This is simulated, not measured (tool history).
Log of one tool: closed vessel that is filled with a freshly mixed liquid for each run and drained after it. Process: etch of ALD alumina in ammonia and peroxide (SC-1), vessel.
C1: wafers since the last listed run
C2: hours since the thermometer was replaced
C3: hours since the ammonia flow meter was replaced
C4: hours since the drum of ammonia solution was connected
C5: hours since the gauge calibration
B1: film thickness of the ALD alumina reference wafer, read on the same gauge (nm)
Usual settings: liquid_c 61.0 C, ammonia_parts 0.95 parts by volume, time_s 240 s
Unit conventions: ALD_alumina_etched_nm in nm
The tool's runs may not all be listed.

Run 1, hour 0.0: usual settings; C1 0; C2 1226.2; C3 629.6; C4 611.9; C5 618.7; B1 39.99. Result: ALD_alumina_etched_nm 42.63 nm.
Run 2, hour 34.9: usual settings; C1 3267; C2 1261.1; C3 664.5; C4 646.8; C5 653.6; B1 40.03. Result: ALD_alumina_etched_nm 43.07 nm.
Run 3, hour 74.2: usual settings; C1 3679; C2 1300.4; C3 703.8; C4 686.1; C5 692.9; B1 39.99. Result: ALD_alumina_etched_nm 43.03 nm.
Run 4, hour 109.3: usual settings; C1 3285; C2 1335.5; C3 738.9; C4 721.2; C5 728.0; B1 40.00. Result: ALD_alumina_etched_nm 42.59 nm.
Run 5, hour 173.0: usual settings; C1 5963; C2 1399.2; C3 802.6; C4 784.9; C5 791.7; B1 40.02. Result: ALD_alumina_etched_nm 43.52 nm.
Run 6, hour 210.8: usual settings but liquid_c 58.5 C, ammonia_parts 1.15 parts by volume; C1 3538; C2 1437.0; C3 840.4; C4 822.7; C5 829.5; B1 39.99. Result: ALD_alumina_etched_nm 38.73 nm.
Run 7, hour 282.5: usual settings but liquid_c 58.5 C, ammonia_parts 1.15 parts by volume; C1 6712; C2 1508.7; C3 912.1; C4 894.4; C5 901.2; B1 40.00. Result: ALD_alumina_etched_nm 39.04 nm.
Run 8, hour 312.0: usual settings; C1 2761; C2 1538.2; C3 941.6; C4 923.9; C5 930.7; B1 40.01. Result: ALD_alumina_etched_nm 43.12 nm.
Run 9, hour 336.3: usual settings; C1 2274; C2 1562.5; C3 965.9; C4 948.2; C5 955.0; B1 40.01. Result: ALD_alumina_etched_nm 43.70 nm.
Run 10, hour 370.1: usual settings; C1 3164; C2 1596.3; C3 999.7; C4 982.0; C5 988.8; B1 40.01. Result: ALD_alumina_etched_nm 43.42 nm.

For run 11, what comes out?
At hour 381.3: new drum of ammonia solution connected.
At hour 466.0: thermometer replaced.
Run 11, hour 482.5: usual settings but liquid_c 68.5 C, time_s 345 s; C1 10335; C2 16.5; C3 1112.1; C4 101.2; C5 1101.2; B1 ?. Result: ALD_alumina_etched_nm ?.

B1: 40.00
ALD_alumina_etched_nm: 85.44 nm
With no hidden state in the tool, this same run would have given ALD_alumina_etched_nm 84.94 nm.
